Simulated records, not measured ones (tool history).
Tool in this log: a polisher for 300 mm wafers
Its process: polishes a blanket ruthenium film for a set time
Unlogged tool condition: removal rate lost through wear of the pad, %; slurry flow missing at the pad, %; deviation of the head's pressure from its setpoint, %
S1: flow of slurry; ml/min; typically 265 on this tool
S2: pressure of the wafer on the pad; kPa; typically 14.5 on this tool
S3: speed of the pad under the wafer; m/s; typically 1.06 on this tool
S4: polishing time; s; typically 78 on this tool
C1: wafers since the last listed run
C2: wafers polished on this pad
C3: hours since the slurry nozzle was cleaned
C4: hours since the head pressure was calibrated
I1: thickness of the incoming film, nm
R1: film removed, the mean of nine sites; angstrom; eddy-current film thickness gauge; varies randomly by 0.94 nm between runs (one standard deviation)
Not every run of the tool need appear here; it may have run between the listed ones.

run   hour   S1    S2    S3  S4   C1    C2     C3     C4     I1    R1
  1      0  265  14.5  1.06  66    0   365  605.7  752.5  291.1   640
  2    6.3  265  14.5  1.06  78   46   411    612  758.8  292.6   769
  3   15.8  265  14.5  1.06  78   69   481  621.5  768.3  285.1   754
  4   34.5  265  14.5  1.06  78  136   617  640.2    787  291.1   752
  5   50.5  265  14.5  1.06  78  116   734  656.2    803  294.3   745
  6     66  265  14.5  1.06  78  113   847  671.7  818.5  288.4   729
  7   82.8  265  14.5  1.06  78  122   970  688.5  835.3  285.2   733
  8   97.4  265  14.5  1.06  78  106  1077  703.1  849.9  287.2   705
  9  106.9  265  14.5  1.06  78   69  1146  712.6  859.4  284.5   701
 10  115.8  265  14.5  1.06  78   65  1211  721.5  868.3  284.2   689
     134.7  -- worn pad replaced by a new one
 11  135.2  265  14.5  1.06  78  112     3  740.9  887.7  289.6   779
 12  148.9  265  14.5  1.06  78  100   103  754.6  901.4  288.6   767
 13  156.1  265  18.6  1.06  78   52   156  761.8  908.6  287.4   966
     170.5  -- head pressure recalibrated
 14  172.5  265  18.6  1.06  78  105   261  778.2      2  285.3  1067
 15  184.5  265  14.5  1.06  78   87   349  790.2     14  286.1   848
     190.7  -- slurry nozzle cleaned
 16  197.5  320    11   0.7  93   87   436    6.8     27  288.8   602
 17  205.5  320  14.5  0.74  98   58   495   14.8     35  290.8   806
 18  223.3  345  14.5  0.74  78  130   625   32.6   52.8  290.7   648
 19  239.4  265  14.5  1.06  78  117   743   48.7   68.9  293.1   807

What does the tool deliver on the next run?
 20  245.9  220  17.9  1.24  105  47  790  55.2  75.4  285.7   ?

For run 20 the tool returned R1 1451 angstrom.
With no hidden state in the tool, this same run would have given R1 1558 angstrom.

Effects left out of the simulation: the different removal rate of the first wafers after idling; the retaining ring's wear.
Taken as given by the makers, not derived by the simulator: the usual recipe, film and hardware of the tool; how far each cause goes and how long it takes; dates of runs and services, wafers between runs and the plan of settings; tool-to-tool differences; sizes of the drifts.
